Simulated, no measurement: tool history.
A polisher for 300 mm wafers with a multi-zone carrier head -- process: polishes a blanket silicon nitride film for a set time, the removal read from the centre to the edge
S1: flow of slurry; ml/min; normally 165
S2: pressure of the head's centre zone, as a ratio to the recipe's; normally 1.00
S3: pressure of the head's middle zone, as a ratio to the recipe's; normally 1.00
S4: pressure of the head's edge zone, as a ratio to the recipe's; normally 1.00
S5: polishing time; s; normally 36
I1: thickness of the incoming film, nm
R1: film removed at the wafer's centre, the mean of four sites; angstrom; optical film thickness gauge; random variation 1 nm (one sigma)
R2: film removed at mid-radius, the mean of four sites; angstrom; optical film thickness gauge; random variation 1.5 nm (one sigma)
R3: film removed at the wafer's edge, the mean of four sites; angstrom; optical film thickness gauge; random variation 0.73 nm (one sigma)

run,hour,S1,S2,S3,S4,S5,I1,R1,R2,R3
1,0.0,165,1.00,1.00,1.00,30,416.7,915,903,910
# hour 6.4: worn pad replaced by a new one
2,9.0,165,1.00,1.00,1.00,30,420.0,918,890,912
3,26.1,165,1.00,1.00,1.00,36,418.8,1102,1067,1094
4,46.1,165,1.11,0.94,1.00,27,425.9,904,784,815
# hour 48.7: slurry nozzle cleaned
5,60.6,215,1.09,1.11,1.00,36,416.0,1188,1192,1103
6,69.2,165,0.95,1.12,0.93,43,414.0,1208,1331,1238
7,109.8,165,1.00,1.00,1.00,36,416.1,1039,1021,1056
# hour 116.0: worn pad replaced by a new one
# hour 117.9: carrier head's membrane replaced by a new one
8,120.7,165,1.00,1.00,1.00,36,419.7,1039,1029,1058
# hour 132.6: edge zone pressure recalibrated
9,135.7,165,0.95,1.00,1.08,24,419.1,671,692,725
10,152.5,105,0.93,1.00,0.97,49,424.2,1198,1267,1351
# hour 166.0: centre zone pressure recalibrated
11,169.0,165,1.00,1.00,0.91,36,426.0,1025,1029,1017
# hour 171.1: slurry nozzle cleaned, repeated, since the last time left the tool worse
12,178.6,165,1.00,1.00,1.00,24,417.5,775,746,757

What does the tool deliver on the next run?
13,190.1,145,1.00,1.00,1.10,36,422.2,?,?,?

Run 13 produced R1 1141 angstrom, R2 1114 angstrom, R3 1160 angstrom.
If the tool had no hidden condition, the same run with the same run-to-run variation would have returned R1 1143 angstrom, R2 1116 angstrom, R3 1162 angstrom.
